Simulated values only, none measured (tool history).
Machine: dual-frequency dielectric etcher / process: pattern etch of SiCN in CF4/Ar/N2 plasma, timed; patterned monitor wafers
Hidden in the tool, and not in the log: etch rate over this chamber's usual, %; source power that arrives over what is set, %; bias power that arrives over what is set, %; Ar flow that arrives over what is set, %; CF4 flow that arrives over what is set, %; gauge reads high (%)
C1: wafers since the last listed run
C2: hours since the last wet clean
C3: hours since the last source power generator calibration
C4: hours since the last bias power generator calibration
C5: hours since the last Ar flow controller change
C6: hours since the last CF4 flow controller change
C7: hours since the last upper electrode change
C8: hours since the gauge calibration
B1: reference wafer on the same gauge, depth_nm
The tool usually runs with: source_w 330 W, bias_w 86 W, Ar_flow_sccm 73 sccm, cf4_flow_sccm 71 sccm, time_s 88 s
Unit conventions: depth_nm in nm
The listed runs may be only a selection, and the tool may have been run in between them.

{"run": 1, "day": 0.0, "source_w": 330, "bias_w": 86, "Ar_flow_sccm": 73, "cf4_flow_sccm": 71, "time_s": 88, "C1": 0, "C2": 229.2, "C3": 2438.5, "C4": 2823.7, "C5": 2968.3, "C6": 5544.1, "C7": 5601.9, "C8": 88.3, "B1": 55.6, "depth_nm": 57.7}
{"run": 2, "day": 1.267, "source_w": 330, "bias_w": 86, "Ar_flow_sccm": 73, "cf4_flow_sccm": 71, "time_s": 88, "C1": 179, "C2": 259.6, "C3": 2468.9, "C4": 2854.1, "C5": 2998.7, "C6": 5574.5, "C7": 5632.3, "C8": 118.7, "B1": 55.5, "depth_nm": 57.2}
{"run": 3, "day": 1.558, "source_w": 330, "bias_w": 86, "Ar_flow_sccm": 73, "cf4_flow_sccm": 71, "time_s": 88, "C1": 41, "C2": 266.6, "C3": 2475.9, "C4": 2861.1, "C5": 3005.7, "C6": 5581.5, "C7": 5639.3, "C8": 125.7, "B1": 55.4, "depth_nm": 58.5}
{"run": 4, "day": 1.85, "source_w": 330, "bias_w": 86, "Ar_flow_sccm": 73, "cf4_flow_sccm": 71, "time_s": 88, "C1": 41, "C2": 273.6, "C3": 2482.9, "C4": 2868.1, "C5": 3012.7, "C6": 5588.5, "C7": 5646.3, "C8": 132.7, "B1": 55.4, "depth_nm": 58.8}
{"run": 5, "day": 2.375, "source_w": 330, "bias_w": 86, "Ar_flow_sccm": 73, "cf4_flow_sccm": 71, "time_s": 88, "C1": 74, "C2": 286.2, "C3": 2495.5, "C4": 2880.7, "C5": 3025.3, "C6": 5601.1, "C7": 5658.9, "C8": 145.3, "B1": 55.6, "depth_nm": 58.3}
{"run": 6, "day": 2.833, "source_w": 330, "bias_w": 86, "Ar_flow_sccm": 73, "cf4_flow_sccm": 71, "time_s": 88, "C1": 64, "C2": 297.2, "C3": 2506.5, "C4": 2891.7, "C5": 3036.3, "C6": 5612.1, "C7": 5669.9, "C8": 156.3, "B1": 55.6, "depth_nm": 58.6}
{"run": 7, "day": 4.308, "source_w": 330, "bias_w": 86, "Ar_flow_sccm": 73, "cf4_flow_sccm": 71, "time_s": 88, "C1": 208, "C2": 332.6, "C3": 2541.9, "C4": 2927.1, "C5": 3071.7, "C6": 5647.5, "C7": 5705.3, "C8": 191.7, "B1": 55.3, "depth_nm": 58.2}
{"day": 4.538, "done": "gauge calibrated"}
{"day": 4.929, "done": "Ar flow controller replaced"}
{"run": 8, "day": 4.95, "source_w": 330, "bias_w": 86, "Ar_flow_sccm": 73, "cf4_flow_sccm": 71, "time_s": 88, "C1": 55, "C2": 348, "C3": 2557.3, "C4": 2942.5, "C5": 0.5, "C6": 5662.9, "C7": 5720.7, "C8": 9.9, "B1": 55.5, "depth_nm": 59.1}
{"day": 6.012, "done": "wet clean of the chamber"}
{"run": 9, "day": 6.033, "source_w": 330, "bias_w": 86, "Ar_flow_sccm": 73, "cf4_flow_sccm": 71, "time_s": 62, "C1": 11, "C2": 0.5, "C3": 2583.3, "C4": 2968.5, "C5": 26.5, "C6": 5688.9, "C7": 5746.7, "C8": 35.9, "B1": 55.5, "depth_nm": 38.9}
{"run": 10, "day": 6.212, "source_w": 330, "bias_w": 86, "Ar_flow_sccm": 73, "cf4_flow_sccm": 71, "time_s": 88, "C1": 25, "C2": 4.8, "C3": 2587.6, "C4": 2972.8, "C5": 30.8, "C6": 5693.2, "C7": 5751, "C8": 40.2, "B1": 55.5, "depth_nm": 55.8}
{"run": 11, "day": 6.508, "source_w": 330, "bias_w": 86, "Ar_flow_sccm": 73, "cf4_flow_sccm": 71, "time_s": 65, "C1": 41, "C2": 11.9, "C3": 2594.7, "C4": 2979.9, "C5": 37.9, "C6": 5700.3, "C7": 5758.1, "C8": 47.3, "B1": 55.4, "depth_nm": 40.7}
{"day": 7.204, "done": "source power generator calibrated"}
{"day": 7.508, "done": "CF4 flow controller replaced"}
{"day": 7.575, "done": "bias power generator calibrated"}
{"day": 7.604, "done": "upper electrode replaced"}
{"run": 12, "day": 7.625, "source_w": 330, "bias_w": 69, "Ar_flow_sccm": 78, "cf4_flow_sccm": 82, "time_s": 97, "C1": 85, "C2": 38.7, "C3": 10.1, "C4": 1.2, "C5": 64.7, "C6": 2.8, "C7": 0.5, "C8": 74.1, "B1": 55.4, "depth_nm": 59}
{"run": 13, "day": 7.862, "source_w": 380, "bias_w": 86, "Ar_flow_sccm": 73, "cf4_flow_sccm": 71, "time_s": 88, "C1": 33, "C2": 44.4, "C3": 15.8, "C4": 6.9, "C5": 70.4, "C6": 8.5, "C7": 6.2, "C8": 79.8, "B1": 55.5, "depth_nm": 62.2}
{"run": 14, "day": 8.438, "source_w": 330, "bias_w": 86, "Ar_flow_sccm": 73, "cf4_flow_sccm": 71, "time_s": 88, "C1": 81, "C2": 58.2, "C3": 29.6, "C4": 20.7, "C5": 84.2, "C6": 22.3, "C7": 20, "C8": 93.6, "B1": 55.4, "depth_nm": 56.6}
{"run": 15, "day": 9.112, "source_w": 330, "bias_w": 86, "Ar_flow_sccm": 73, "cf4_flow_sccm": 71, "time_s": 88, "C1": 95, "C2": 74.4, "C3": 45.8, "C4": 36.9, "C5": 100.4, "C6": 38.5, "C7": 36.2, "C8": 109.8, "B1": 55.4, "depth_nm": 55.9}
{"run": 16, "day": 9.842, "source_w": 400, "bias_w": 86, "Ar_flow_sccm": 73, "cf4_flow_sccm": 82, "time_s": 88, "C1": 103, "C2": 91.9, "C3": 63.3, "C4": 54.4, "C5": 117.9, "C6": 56, "C7": 53.7, "C8": 127.3, "B1": 55.5, "depth_nm": 68.5}

Each row is a separate what-if for the run after 16, all from the same tool condition, not one after another. Results?
{"run": "A", "day": 9.858, "source_w": 330, "bias_w": 67, "Ar_flow_sccm": 73, "cf4_flow_sccm": 71, "time_s": 88, "C1": 2, "C2": 92.3, "C3": 63.7, "C4": 54.8, "C5": 118.3, "C6": 56.4, "C7": 54.1, "C8": 127.7, "B1": "?", "depth_nm": "?"}
{"run": "B", "day": 9.858, "source_w": 380, "bias_w": 65, "Ar_flow_sccm": 73, "cf4_flow_sccm": 57, "time_s": 81, "C1": 2, "C2": 92.3, "C3": 63.7, "C4": 54.8, "C5": 118.3, "C6": 56.4, "C7": 54.1, "C8": 127.7, "B1": "?", "depth_nm": "?"}
{"run": "C", "day": 9.858, "source_w": 380, "bias_w": 86, "Ar_flow_sccm": 73, "cf4_flow_sccm": 77, "time_s": 109, "C1": 2, "C2": 92.3, "C3": 63.7, "C4": 54.8, "C5": 118.3, "C6": 56.4, "C7": 54.1, "C8": 127.7, "B1": "?", "depth_nm": "?"}
{"run": "D", "day": 9.858, "source_w": 330, "bias_w": 104, "Ar_flow_sccm": 73, "cf4_flow_sccm": 78, "time_s": 88, "C1": 2, "C2": 92.3, "C3": 63.7, "C4": 54.8, "C5": 118.3, "C6": 56.4, "C7": 54.1, "C8": 127.7, "B1": "?", "depth_nm": "?"}
{"run": "E", "day": 9.858, "source_w": 330, "bias_w": 86, "Ar_flow_sccm": 60, "cf4_flow_sccm": 71, "time_s": 88, "C1": 2, "C2": 92.3, "C3": 63.7, "C4": 54.8, "C5": 118.3, "C6": 56.4, "C7": 54.1, "C8": 127.7, "B1": "?", "depth_nm": "?"}

run=A B1=55.5 depth_nm=53.4
run=B B1=55.5 depth_nm=52.3
run=C B1=55.5 depth_nm=80.2
run=D B1=55.5 depth_nm=60.8
run=E B1=55.5 depth_nm=58.3
Without the tool's unlogged condition, the same runs would have read:
run=A depth_nm=52.8
run=B depth_nm=51.7
run=C depth_nm=79.3
run=D depth_nm=60.2
run=E depth_nm=57.6
